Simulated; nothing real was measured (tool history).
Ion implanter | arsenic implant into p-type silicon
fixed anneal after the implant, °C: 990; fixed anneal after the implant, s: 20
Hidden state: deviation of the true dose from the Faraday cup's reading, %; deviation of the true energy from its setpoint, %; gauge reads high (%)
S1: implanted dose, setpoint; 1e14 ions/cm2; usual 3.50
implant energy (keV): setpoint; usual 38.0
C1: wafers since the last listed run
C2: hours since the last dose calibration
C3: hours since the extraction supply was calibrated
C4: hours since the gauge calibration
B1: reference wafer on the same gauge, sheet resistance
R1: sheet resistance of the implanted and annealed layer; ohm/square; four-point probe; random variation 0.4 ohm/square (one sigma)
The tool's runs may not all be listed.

{"run": 1, "hour": 0.0, "S1": 3.5, "implant energy (keV)": 38.0, "C1": 0, "C2": 1196.3, "C3": 3496.3, "C4": 178.4, "B1": 217.07, "R1": 258.97}
{"run": 2, "hour": 15.9, "S1": 3.5, "implant energy (keV)": 38.0, "C1": 232, "C2": 1212.2, "C3": 3512.2, "C4": 194.3, "B1": 216.99, "R1": 257.6}
{"run": 3, "hour": 53.8, "S1": 3.5, "implant energy (keV)": 31.0, "C1": 553, "C2": 1250.1, "C3": 3550.1, "C4": 232.2, "B1": 216.95, "R1": 265.07}
{"run": 4, "hour": 70.8, "S1": 3.5, "implant energy (keV)": 38.0, "C1": 248, "C2": 1267.1, "C3": 3567.1, "C4": 249.2, "B1": 217.09, "R1": 258.05}
{"run": 5, "hour": 84.8, "S1": 3.5, "implant energy (keV)": 38.0, "C1": 204, "C2": 1281.1, "C3": 3581.1, "C4": 263.2, "B1": 217.09, "R1": 257.96}
{"run": 6, "hour": 91.3, "S1": 3.5, "implant energy (keV)": 38.0, "C1": 95, "C2": 1287.6, "C3": 3587.6, "C4": 269.7, "B1": 216.86, "R1": 257.47}
{"run": 7, "hour": 142.1, "S1": 3.5, "implant energy (keV)": 38.0, "C1": 742, "C2": 1338.4, "C3": 3638.4, "C4": 320.5, "B1": 217.1, "R1": 257.73}
{"run": 8, "hour": 158.9, "S1": 3.5, "implant energy (keV)": 38.0, "C1": 245, "C2": 1355.2, "C3": 3655.2, "C4": 337.3, "B1": 216.89, "R1": 256.6}
{"hour": 171.6, "done": "extraction supply calibrated"}
{"run": 9, "hour": 176.3, "S1": 3.5, "implant energy (keV)": 38.0, "C1": 137, "C2": 1372.6, "C3": 4.7, "C4": 354.7, "B1": 217.0, "R1": 257.39}
{"run": 10, "hour": 191.6, "S1": 3.5, "implant energy (keV)": 38.0, "C1": 223, "C2": 1387.9, "C3": 20.0, "C4": 370.0, "B1": 217.03, "R1": 257.41}
{"run": 11, "hour": 206.0, "S1": 3.5, "implant energy (keV)": 38.0, "C1": 210, "C2": 1402.3, "C3": 34.4, "C4": 384.4, "B1": 217.01, "R1": 256.49}
{"run": 12, "hour": 213.8, "S1": 3.5, "implant energy (keV)": 47.0, "C1": 114, "C2": 1410.1, "C3": 42.2, "C4": 392.2, "B1": 217.02, "R1": 248.92}
{"run": 13, "hour": 224.5, "S1": 3.5, "implant energy (keV)": 47.0, "C1": 156, "C2": 1420.8, "C3": 52.9, "C4": 402.9, "B1": 216.93, "R1": 248.8}
{"run": 14, "hour": 239.3, "S1": 3.5, "implant energy (keV)": 28.5, "C1": 216, "C2": 1435.6, "C3": 67.7, "C4": 417.7, "B1": 216.85, "R1": 268.55}
{"run": 15, "hour": 247.0, "S1": 3.5, "implant energy (keV)": 28.5, "C1": 112, "C2": 1443.3, "C3": 75.4, "C4": 425.4, "B1": 217.17, "R1": 267.97}
{"run": 16, "hour": 256.7, "S1": 4.15, "implant energy (keV)": 38.0, "C1": 141, "C2": 1453.0, "C3": 85.1, "C4": 435.1, "B1": 217.06, "R1": 226.0}
{"run": 17, "hour": 270.2, "S1": 4.15, "implant energy (keV)": 38.0, "C1": 197, "C2": 1466.5, "C3": 98.6, "C4": 448.6, "B1": 217.11, "R1": 226.32}
{"run": 18, "hour": 287.9, "S1": 3.5, "implant energy (keV)": 38.0, "C1": 258, "C2": 1484.2, "C3": 116.3, "C4": 466.3, "B1": 216.94, "R1": 256.83}
{"hour": 296.0, "done": "Faraday cup replaced and dose calibrated"}
{"run": 19, "hour": 297.9, "S1": 4.3, "implant energy (keV)": 51.5, "C1": 29, "C2": 1.9, "C3": 126.3, "C4": 476.3, "B1": 217.09, "R1": 215.7}
{"run": 20, "hour": 305.4, "S1": 3.5, "implant energy (keV)": 38.0, "C1": 109, "C2": 9.4, "C3": 133.8, "C4": 483.8, "B1": 217.1, "R1": 263.68}
{"run": 21, "hour": 319.5, "S1": 3.5, "implant energy (keV)": 38.0, "C1": 206, "C2": 23.5, "C3": 147.9, "C4": 497.9, "B1": 217.02, "R1": 263.99}
{"run": 22, "hour": 334.7, "S1": 4.11, "implant energy (keV)": 47.0, "C1": 222, "C2": 38.7, "C3": 163.1, "C4": 513.1, "B1": 216.95, "R1": 225.98}
{"run": 23, "hour": 350.4, "S1": 4.44, "implant energy (keV)": 38.0, "C1": 229, "C2": 54.4, "C3": 178.8, "C4": 528.8, "B1": 216.97, "R1": 219.94}
{"run": 24, "hour": 362.0, "S1": 2.95, "implant energy (keV)": 31.5, "C1": 169, "C2": 66.0, "C3": 190.4, "C4": 540.4, "B1": 217.02, "R1": 307.66}
{"run": 25, "hour": 369.3, "S1": 3.5, "implant energy (keV)": 38.0, "C1": 106, "C2": 73.3, "C3": 197.7, "C4": 547.7, "B1": 217.06, "R1": 263.49}
{"run": 26, "hour": 386.2, "S1": 4.26, "implant energy (keV)": 29.5, "C1": 247, "C2": 90.2, "C3": 214.6, "C4": 564.6, "B1": 217.13, "R1": 236.5}
{"run": 27, "hour": 403.1, "S1": 3.5, "implant energy (keV)": 45.0, "C1": 247, "C2": 107.1, "C3": 231.5, "C4": 581.5, "B1": 217.08, "R1": 256.31}
{"run": 28, "hour": 415.0, "S1": 3.5, "implant energy (keV)": 38.0, "C1": 173, "C2": 119.0, "C3": 243.4, "C4": 593.4, "B1": 216.97, "R1": 263.09}
{"hour": 415.4, "done": "gauge calibrated"}
{"run": 29, "hour": 427.2, "S1": 4.14, "implant energy (keV)": 32.5, "C1": 178, "C2": 131.2, "C3": 255.6, "C4": 11.8, "B1": 216.95, "R1": 237.4}
{"run": 30, "hour": 433.7, "S1": 3.5, "implant energy (keV)": 38.0, "C1": 95, "C2": 137.7, "C3": 262.1, "C4": 18.3, "B1": 217.06, "R1": 262.96}
{"run": 31, "hour": 449.5, "S1": 3.5, "implant energy (keV)": 46.0, "C1": 230, "C2": 153.5, "C3": 277.9, "C4": 34.1, "B1": 217.03, "R1": 255.75}
{"run": 32, "hour": 458.3, "S1": 4.31, "implant energy (keV)": 41.5, "C1": 128, "C2": 162.3, "C3": 286.7, "C4": 42.9, "B1": 217.08, "R1": 222.23}
{"run": 33, "hour": 468.4, "S1": 3.5, "implant energy (keV)": 43.0, "C1": 147, "C2": 172.4, "C3": 296.8, "C4": 53.0, "B1": 216.9, "R1": 257.82}
{"run": 34, "hour": 476.6, "S1": 2.66, "implant energy (keV)": 34.5, "C1": 119, "C2": 180.6, "C3": 305.0, "C4": 61.2, "B1": 216.87, "R1": 326.16}
{"run": 35, "hour": 493.9, "S1": 2.57, "implant energy (keV)": 50.5, "C1": 252, "C2": 197.9, "C3": 322.3, "C4": 78.5, "B1": 216.96, "R1": 316.6}
{"run": 36, "hour": 510.0, "S1": 2.71, "implant energy (keV)": 44.0, "C1": 235, "C2": 214.0, "C3": 338.4, "C4": 94.6, "B1": 217.03, "R1": 311.61}
{"run": 37, "hour": 525.2, "S1": 3.5, "implant energy (keV)": 45.0, "C1": 222, "C2": 229.2, "C3": 353.6, "C4": 109.8, "B1": 216.91, "R1": 256.46}
{"run": 38, "hour": 548.0, "S1": 3.5, "implant energy (keV)": 38.0, "C1": 333, "C2": 252.0, "C3": 376.4, "C4": 132.6, "B1": 216.9, "R1": 262.72}

3 ways to go on from here, each from the tool as it stands after run 38. What would each give?
{"run": "A", "hour": 548.4, "S1": 3.5, "implant energy (keV)": 28.0, "C1": 5, "C2": 252.4, "C3": 376.8, "C4": 133.0, "B1": "?", "R1": "?"}
{"run": "B", "hour": 548.4, "S1": 2.86, "implant energy (keV)": 29.5, "C1": 5, "C2": 252.4, "C3": 376.8, "C4": 133.0, "B1": "?", "R1": "?"}
{"run": "C", "hour": 548.4, "S1": 4.19, "implant energy (keV)": 28.0, "C1": 5, "C2": 252.4, "C3": 376.8, "C4": 133.0, "B1": "?", "R1": "?"}

run=A B1=217.09 R1=274.37
run=B B1=217.09 R1=316.61
run=C B1=217.09 R1=239.87
Without the tool's hidden state the same runs would have given:
run=A R1=275.53
run=B R1=317.94
run=C R1=240.88

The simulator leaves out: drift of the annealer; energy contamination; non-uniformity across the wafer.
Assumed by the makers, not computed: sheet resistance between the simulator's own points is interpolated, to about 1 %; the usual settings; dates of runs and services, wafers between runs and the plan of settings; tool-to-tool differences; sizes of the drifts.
